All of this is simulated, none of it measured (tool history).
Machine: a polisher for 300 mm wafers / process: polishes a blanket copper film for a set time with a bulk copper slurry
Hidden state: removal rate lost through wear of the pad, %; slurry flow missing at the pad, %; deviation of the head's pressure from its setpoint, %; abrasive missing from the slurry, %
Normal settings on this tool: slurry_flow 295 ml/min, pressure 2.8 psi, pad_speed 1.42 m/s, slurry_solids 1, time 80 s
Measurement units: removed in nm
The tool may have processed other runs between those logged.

run   hour  slurry_flow  pressure  pad_speed  slurry_solids  time  wafers since the last listed run  wafers polished on this pad  hours since the slurry nozzle was cleaned  hours since the head pressure was calibrated  hours since the slurry blender was calibrated  incoming thickness of the incoming film, nm  removed
  1      0          295       2.8       1.42              1    80                                 0                          303                                      173.9                                         848.5                                          178.2                                       2883.3    986.2
      25.6  -- slurry blender recalibrated
  2   29.3          295       2.8       1.42              1    80                               312                          615                                      203.2                                         877.8                                            3.7                                       2972.9    996.5
  3   65.6          295       2.8       1.42              1    80                               415                         1031                                      239.5                                         914.1                                             40                                       2928.8   1021.6
      80.4  -- slurry nozzle cleaned
  4  104.4          295       2.8       1.42              1    80                               432                         1464                                         24                                         952.9                                           78.8                                       2907.4   1015.5
  5  142.2          295       2.8       1.42              1    80                               432                         1897                                       61.8                                         990.7                                          116.6                                       2887.4   1020.9
     162.3  -- worn pad replaced by a new one
  6  196.2          295       2.8       1.42              1    80                               572                          388                                      115.8                                        1044.7                                          170.6                                       2884.7   1030.2
     220.2  -- slurry blender recalibrated
  7  267.9          295       2.8       1.42              1    80                               798                         1186                                      187.5                                        1116.4                                           47.7                                       2894.5   1025.8
     305.1  -- slurry nozzle cleaned
  8  332.6          295       2.8       1.42            0.8    80                               729                         1915                                       27.5                                        1181.1                                          112.4                                       2896.7    999.2
     346.3  -- worn pad replaced by a new one
  9  359.8          295       2.8       1.42            0.8    80                               265                          154                                       54.7                                        1208.3                                          139.6                                       2973.9    987.1
     396.2  -- slurry blender recalibrated
 10  411.5          295       2.8        1.2           0.75   103                               569                          723                                      106.4                                          1260                                           15.3                                       2931.1   1086.7
 11  470.9          385       2.8       1.42              1    80                               680                         1403                                      165.8                                        1319.4                                           74.7                                         2990   1050.4
 12  525.4          295       2.8       0.94              1    80                               623                         2027                                      220.3                                        1373.9                                          129.2                                       2957.5    679.5
     530.3  -- slurry nozzle cleaned
       554  -- worn pad replaced by a new one
     571.2  -- head pressure recalibrated
     586.5  -- slurry blender recalibrated
 13  589.9          295       2.8       1.42              1    80                               635                          365                                       59.6                                          18.7                                            3.4                                       2916.4    949.5
 14  647.6          250       1.9       1.68              1    98                               660                         1026                                      117.3                                          76.4                                           61.1                                       2947.6    929.3
 15  682.7          295       2.8       1.42              1    80                               401                         1427                                      152.4                                         111.5                                           96.2                                       2930.5    933.3
 16  720.7          295       2.8       1.42              1    80                               435                         1862                                      190.4                                         149.5                                          134.2                                       2879.6    966.8
     762.2  -- slurry blender recalibrated
     762.3  -- slurry nozzle cleaned
     763.3  -- worn pad replaced by a new one
 17  785.6          295       3.1       1.62            1.2    80                               707                          255                                       23.3                                         214.4                                           23.4                                       2905.4   1208.2
 18  816.9          375       2.8       1.42              1    72                               358                          613                                       54.6                                         245.7                                           54.7                                       2953.3    890.2
     978.2  -- slurry blender recalibrated
     995.4  -- worn pad replaced by a new one
 19   1014          265       3.8       1.42            1.1    72                              2187                          212                                      251.7                                         442.8                                           35.8                                       2938.9   1173.6

Here are 4 independent what-if runs from the current tool condition. What would each one return?
  A  1014.4          295       2.8       1.42              1    80                                 4                          217                                      252.1                                         443.2                                           36.2                                       2910.3        ?
  B  1014.4          200       2.8       1.42              1    80                                 4                          217                                      252.1                                         443.2                                           36.2                                       2910.3        ?
  C  1014.4          295       3.2        1.9           1.25    90                                 4                          217                                      252.1                                         443.2                                           36.2                                       2910.3        ?
  D  1014.4          350       2.8       1.42            1.1   103                                 4                          217                                      252.1                                         443.2                                           36.2                                       2910.3        ?

run  removed
  A    966.5
  B    927.9
  C   1701.7
  D   1276.9
Without the tool's hidden state the same runs would have given:
run  removed
  A    949.7
  B    911.8
  C   1672.2
  D   1254.8

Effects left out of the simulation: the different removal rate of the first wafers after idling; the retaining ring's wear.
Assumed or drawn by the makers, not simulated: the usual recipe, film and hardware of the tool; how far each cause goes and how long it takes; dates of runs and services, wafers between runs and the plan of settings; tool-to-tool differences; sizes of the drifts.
